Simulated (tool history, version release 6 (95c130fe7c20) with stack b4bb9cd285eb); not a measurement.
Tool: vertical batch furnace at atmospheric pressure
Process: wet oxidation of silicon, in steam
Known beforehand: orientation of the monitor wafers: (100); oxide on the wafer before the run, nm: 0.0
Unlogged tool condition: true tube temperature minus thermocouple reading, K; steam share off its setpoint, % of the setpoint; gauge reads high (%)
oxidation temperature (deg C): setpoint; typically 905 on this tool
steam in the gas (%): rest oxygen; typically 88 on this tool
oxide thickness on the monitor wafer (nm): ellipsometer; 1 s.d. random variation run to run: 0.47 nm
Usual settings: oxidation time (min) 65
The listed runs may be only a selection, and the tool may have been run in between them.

run,day,oxidation temperature (deg C),oxidation time (min),steam in the gas (%),wafers since the last listed run,hours since the last temperature calibration,hours since the steam generator was serviced,hours since the gauge calibration,"read-back reference wafer on the same gauge, thickness",oxide thickness on the monitor wafer (nm)
1,0,905,65,88,0,1656.7,659.5,683,179.02,161.67
2,1.879,905,65,88,575,1701.8,704.6,728.1,179.18,161.9
3,3.712,905,65,88,561,1745.8,748.6,772.1,179.12,161.66
4,6.688,905,65,88,911,1817.2,820,843.5,179.12,161.29
5,10.967,905,65,88,1310,1919.9,922.7,946.2,178.96,161.25
6,13.933,905,65,88,908,1991.1,993.9,1017.4,179.17,160.95
7,15.558,905,65,88,497,2030.1,1032.9,1056.4,179.01,160.47
8,17.471,905,65,88,585,2076,1078.8,1102.3,179.15,161.21
9,21.779,894,85.5,97,1319,2179.4,1182.2,1205.7,179.14,192.79
# day 23.204: steam generator serviced
# day 24.083: thermocouples replaced and temperature profile calibrated
10,33.758,905,65,88,3093,232.2,253.3,1493.2,179.06,158.33
11,35.767,912,78,88,615,280.4,301.5,1541.4,179.15,203.02
# day 37.504: steam generator serviced, repeated, since the last time left the tool worse
12,37.525,926,65,88,232,322.6,0.5,1583.6,179.06,208.84
13,48.604,929,42.5,96,3392,588.5,266.4,1849.5,178.97,160.67
# day 52.3: gauge calibrated
14,58.217,905,65,92,2943,819.2,497.1,142,179.02,168.14
15,60.979,905,65,88,845,885.5,563.4,208.3,178.96,162.14
16,69.662,905,65,78,2659,1093.9,771.8,416.7,179.13,145.05

What if the next run were any one of these 3? Each begins from the tool's condition after run 16:
A,69.829,905,65,88,51,1097.9,775.8,420.7,?,?
B,69.829,891,55.5,97,51,1097.9,775.8,420.7,?,?
C,69.829,905,65,81,51,1097.9,775.8,420.7,?,?

run,"read-back reference wafer on the same gauge, thickness",oxide thickness on the monitor wafer (nm)
A,178.86,161.23
B,178.86,124.65
C,178.86,149.77
Without the tool's hidden state the same runs would have given:
run,oxide thickness on the monitor wafer (nm)
A,163.39
B,126.38
C,151.8
